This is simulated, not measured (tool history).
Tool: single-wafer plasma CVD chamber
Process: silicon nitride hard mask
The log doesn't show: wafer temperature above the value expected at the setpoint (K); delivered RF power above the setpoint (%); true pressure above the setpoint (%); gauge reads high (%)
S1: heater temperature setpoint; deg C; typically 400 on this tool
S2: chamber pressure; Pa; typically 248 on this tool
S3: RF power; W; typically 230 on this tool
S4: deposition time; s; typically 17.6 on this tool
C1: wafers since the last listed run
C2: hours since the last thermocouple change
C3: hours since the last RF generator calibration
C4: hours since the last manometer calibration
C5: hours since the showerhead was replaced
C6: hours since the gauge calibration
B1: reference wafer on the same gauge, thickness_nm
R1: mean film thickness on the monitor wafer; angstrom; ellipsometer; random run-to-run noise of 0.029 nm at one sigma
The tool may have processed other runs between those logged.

run   hour   S1   S2   S3    S4   C1      C2      C3      C4      C5     C6      B1      R1
  1    0.0  400  248  230  17.6    0  1829.0  1020.0  1543.3  5976.0   97.8  18.800  185.27
  2    9.6  400  248  230  17.6  408  1838.6  1029.6  1552.9  5985.6  107.4  18.804  185.53
  3   22.4  400  248  230  17.6  545  1851.4  1042.4  1565.7  5998.4  120.2  18.800  184.71
  4   29.0  400  248  230  17.6  281  1858.0  1049.0  1572.3  6005.0  126.8  18.804  185.08
  5   37.0  400  248  245  17.6  340  1866.0  1057.0  1580.3  6013.0  134.8  18.797  196.01
  6   48.2  400  279  230  17.6  476  1877.2  1068.2  1591.5  6024.2  146.0  18.807  189.61
  7   59.8  400  279  230  17.6  493  1888.8  1079.8  1603.1  6035.8  157.6  18.797  189.71
  8   70.9  400  279  230  17.6  472  1899.9  1090.9  1614.2  6046.9  168.7  18.803  189.68
  9   77.2  400  248  250  17.6  268  1906.2  1097.2  1620.5  6053.2  175.0  18.787  199.66
 10   89.0  400  248  250  17.6  502  1918.0  1109.0  1632.3  6065.0  186.8  18.802  199.61
 11  101.1  400  248  215  17.6  515  1930.1  1121.1  1644.4  6077.1  198.9  18.791  172.41
     107.4  -- gauge calibrated
     115.1  -- showerhead replaced
 12  117.3  400  248  215  17.6  349  1946.3  1137.3  1660.6     2.2    9.9  18.808  171.48
     135.5  -- RF generator calibrated
 13  138.9  400  248  230  17.6  579  1967.9     3.4  1682.2    23.8   31.5  18.801  190.31
 14  149.5  400  248  230  17.6  451  1978.5    14.0  1692.8    34.4   42.1  18.803  190.92
     169.5  -- capacitance manometer re-zeroed and calibrated
 15  170.0  400  248  230  14.6  532  1999.0    34.5     0.5    54.9   62.6  18.790  158.15
 16  176.5  400  248  215  16.0  276  2005.5    41.0     7.0    61.4   69.1  18.804  161.98
 17  191.8  400  217  190  17.6  651  2020.8    56.3    22.3    76.7   84.4  18.800  151.39
 18  203.8  400  248  230  15.3  511  2032.8    68.3    34.3    88.7   96.4  18.800  165.69
 19  210.3  414  248  230  20.5  276  2039.3    74.8    40.8    95.2  102.9  18.802  220.81
     220.9  -- thermocouple changed; heater temperature recalibrated
 20  227.8  400  248  230  14.8  404     6.9    92.3    58.3   112.7  120.4  18.795  160.15
 21  236.5  400  279  230  17.6  370    15.6   101.0    67.0   121.4  129.1  18.796  195.84
 22  243.1  400  248  230  17.6  281    22.2   107.6    73.6   128.0  135.7  18.798  190.34
 23  249.4  400  224  230  17.6  268    28.5   113.9    79.9   134.3  142.0  18.790  185.43
 24  258.5  400  248  230  17.6  387    37.6   123.0    89.0   143.4  151.1  18.797  190.67
 25  275.3  387  279  230  17.6  715    54.4   139.8   105.8   160.2  167.9  18.798  196.77
 26  287.3  406  248  270  14.4  511    66.4   151.8   117.8   172.2  179.9  18.804  179.76

Hidden condition of the tool, last listed run before each entry between runs versus first listed run after:
Run 11 -> run 12: gauge calibrated (hour 107.4); showerhead replaced (hour 115.1)
  delivered RF power above the setpoint (%): -3.5 -> -3.6
  measured result minus the result with no hidden state, R1: -6.16 -> -6.30 angstrom
Run 12 -> run 13: RF generator calibrated (hour 135.5)
  delivered RF power above the setpoint (%): -3.6 -> -0.025
  measured result minus the result with no hidden state, R1: -6.30 -> -0.04 angstrom
Run 14 -> run 15: capacitance manometer re-zeroed and calibrated (hour 169.5)
  delivered RF power above the setpoint (%): -0.0255 -> -0.0281
  measured result minus the result with no hidden state, R1: -0.05 -> -0.04 angstrom
Run 19 -> run 20: thermocouple changed; heater temperature recalibrated (hour 220.9)
  delivered RF power above the setpoint (%): -0.0399 -> -0.0477
  measured result minus the result with no hidden state, R1: -0.08 -> -0.07 angstrom

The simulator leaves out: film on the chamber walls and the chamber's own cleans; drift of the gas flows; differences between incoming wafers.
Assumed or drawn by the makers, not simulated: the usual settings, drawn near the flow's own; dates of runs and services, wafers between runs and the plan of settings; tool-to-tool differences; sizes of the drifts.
